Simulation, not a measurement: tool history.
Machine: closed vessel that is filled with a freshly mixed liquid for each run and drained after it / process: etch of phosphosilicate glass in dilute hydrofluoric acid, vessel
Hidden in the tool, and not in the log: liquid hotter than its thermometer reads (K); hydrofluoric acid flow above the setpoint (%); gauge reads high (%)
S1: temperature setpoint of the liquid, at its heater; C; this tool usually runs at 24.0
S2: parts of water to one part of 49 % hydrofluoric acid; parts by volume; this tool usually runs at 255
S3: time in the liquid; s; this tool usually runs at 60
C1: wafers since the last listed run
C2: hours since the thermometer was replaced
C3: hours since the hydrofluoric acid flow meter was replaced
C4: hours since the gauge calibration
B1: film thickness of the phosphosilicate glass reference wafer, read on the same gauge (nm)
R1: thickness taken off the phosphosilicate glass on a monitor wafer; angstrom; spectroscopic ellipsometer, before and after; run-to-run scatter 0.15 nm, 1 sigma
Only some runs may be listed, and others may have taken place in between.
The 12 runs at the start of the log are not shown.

{"hour": 530.0, "done": "gauge calibrated"}
{"run": 13, "hour": 553.9, "S1": 24.0, "S2": 255, "S3": 60, "C1": 6435, "C2": 1908.8, "C3": 237.2, "C4": 23.9, "B1": 50.02, "R1": 255.7}
{"run": 14, "hour": 592.8, "S1": 29.0, "S2": 330, "S3": 60, "C1": 4117, "C2": 1947.7, "C3": 276.1, "C4": 62.8, "B1": 50.01, "R1": 214.2}
{"run": 15, "hour": 618.4, "S1": 27.5, "S2": 305, "S3": 95, "C1": 2709, "C2": 1973.3, "C3": 301.7, "C4": 88.4, "B1": 49.97, "R1": 358.3}
{"run": 16, "hour": 684.4, "S1": 28.0, "S2": 360, "S3": 30, "C1": 6985, "C2": 2039.3, "C3": 367.7, "C4": 154.4, "B1": 50.0, "R1": 93.0}
{"run": 17, "hour": 735.3, "S1": 22.0, "S2": 255, "S3": 85, "C1": 5387, "C2": 2090.2, "C3": 418.6, "C4": 205.3, "B1": 49.93, "R1": 337.7}
{"hour": 738.1, "done": "thermometer replaced"}
{"run": 18, "hour": 759.6, "S1": 22.5, "S2": 160, "S3": 40, "C1": 2466, "C2": 21.5, "C3": 442.9, "C4": 229.6, "B1": 50.01, "R1": 286.0}
{"run": 19, "hour": 803.5, "S1": 24.0, "S2": 255, "S3": 60, "C1": 4646, "C2": 65.4, "C3": 486.8, "C4": 273.5, "B1": 49.97, "R1": 255.9}
{"run": 20, "hour": 871.8, "S1": 24.0, "S2": 255, "S3": 80, "C1": 7228, "C2": 133.7, "C3": 555.1, "C4": 341.8, "B1": 49.98, "R1": 340.4}
{"run": 21, "hour": 916.9, "S1": 21.0, "S2": 330, "S3": 60, "C1": 4773, "C2": 178.8, "C3": 600.2, "C4": 386.9, "B1": 50.0, "R1": 167.8}
{"run": 22, "hour": 977.2, "S1": 24.0, "S2": 255, "S3": 85, "C1": 6382, "C2": 239.1, "C3": 660.5, "C4": 447.2, "B1": 50.03, "R1": 361.8}
{"run": 23, "hour": 1036.1, "S1": 24.0, "S2": 255, "S3": 60, "C1": 6233, "C2": 298.0, "C3": 719.4, "C4": 506.1, "B1": 50.03, "R1": 258.3}
{"run": 24, "hour": 1077.1, "S1": 24.0, "S2": 255, "S3": 50, "C1": 4339, "C2": 339.0, "C3": 760.4, "C4": 547.1, "B1": 50.03, "R1": 214.6}
{"run": 25, "hour": 1117.8, "S1": 24.0, "S2": 255, "S3": 60, "C1": 4307, "C2": 379.7, "C3": 801.1, "C4": 587.8, "B1": 49.95, "R1": 258.2}
{"run": 26, "hour": 1146.2, "S1": 24.0, "S2": 255, "S3": 45, "C1": 3005, "C2": 408.1, "C3": 829.5, "C4": 616.2, "B1": 49.99, "R1": 193.5}
{"run": 27, "hour": 1187.7, "S1": 27.0, "S2": 325, "S3": 70, "C1": 4392, "C2": 449.6, "C3": 871.0, "C4": 657.7, "B1": 49.99, "R1": 246.0}
{"run": 28, "hour": 1256.8, "S1": 24.0, "S2": 135, "S3": 60, "C1": 7313, "C2": 518.7, "C3": 940.1, "C4": 726.8, "B1": 50.04, "R1": 558.0}
{"run": 29, "hour": 1291.1, "S1": 24.0, "S2": 360, "S3": 60, "C1": 3630, "C2": 553.0, "C3": 974.4, "C4": 761.1, "B1": 50.03, "R1": 166.4}
{"run": 30, "hour": 1320.3, "S1": 24.0, "S2": 255, "S3": 60, "C1": 3090, "C2": 582.2, "C3": 1003.6, "C4": 790.3, "B1": 50.05, "R1": 260.2}
{"run": 31, "hour": 1381.4, "S1": 24.0, "S2": 255, "S3": 60, "C1": 6466, "C2": 643.3, "C3": 1064.7, "C4": 851.4, "B1": 50.03, "R1": 260.0}
{"run": 32, "hour": 1407.1, "S1": 24.0, "S2": 200, "S3": 40, "C1": 2720, "C2": 669.0, "C3": 1090.4, "C4": 877.1, "B1": 49.96, "R1": 234.4}

Branching from run 32: 4 alternative next runs. What would each branch give?
{"run": "A", "hour": 1407.8, "S1": 27.0, "S2": 255, "S3": 60, "C1": 74, "C2": 669.7, "C3": 1091.1, "C4": 877.8, "B1": "?", "R1": "?"}
{"run": "B", "hour": 1407.8, "S1": 19.5, "S2": 360, "S3": 40, "C1": 74, "C2": 669.7, "C3": 1091.1, "C4": 877.8, "B1": "?", "R1": "?"}
{"run": "C", "hour": 1407.8, "S1": 24.0, "S2": 130, "S3": 60, "C1": 74, "C2": 669.7, "C3": 1091.1, "C4": 877.8, "B1": "?", "R1": "?"}
{"run": "D", "hour": 1407.8, "S1": 26.0, "S2": 180, "S3": 50, "C1": 74, "C2": 669.7, "C3": 1091.1, "C4": 877.8, "B1": "?", "R1": "?"}

run=A B1=49.96 R1=290.2
run=B B1=49.96 R1=95.5
run=C B1=49.96 R1=585.3
run=D B1=49.96 R1=358.9
The same runs, with their run-to-run variation unchanged, on a tool lacking any hidden condition would have given:
run=A R1=280.8
run=B R1=92.3
run=C R1=568.0
run=D R1=347.8

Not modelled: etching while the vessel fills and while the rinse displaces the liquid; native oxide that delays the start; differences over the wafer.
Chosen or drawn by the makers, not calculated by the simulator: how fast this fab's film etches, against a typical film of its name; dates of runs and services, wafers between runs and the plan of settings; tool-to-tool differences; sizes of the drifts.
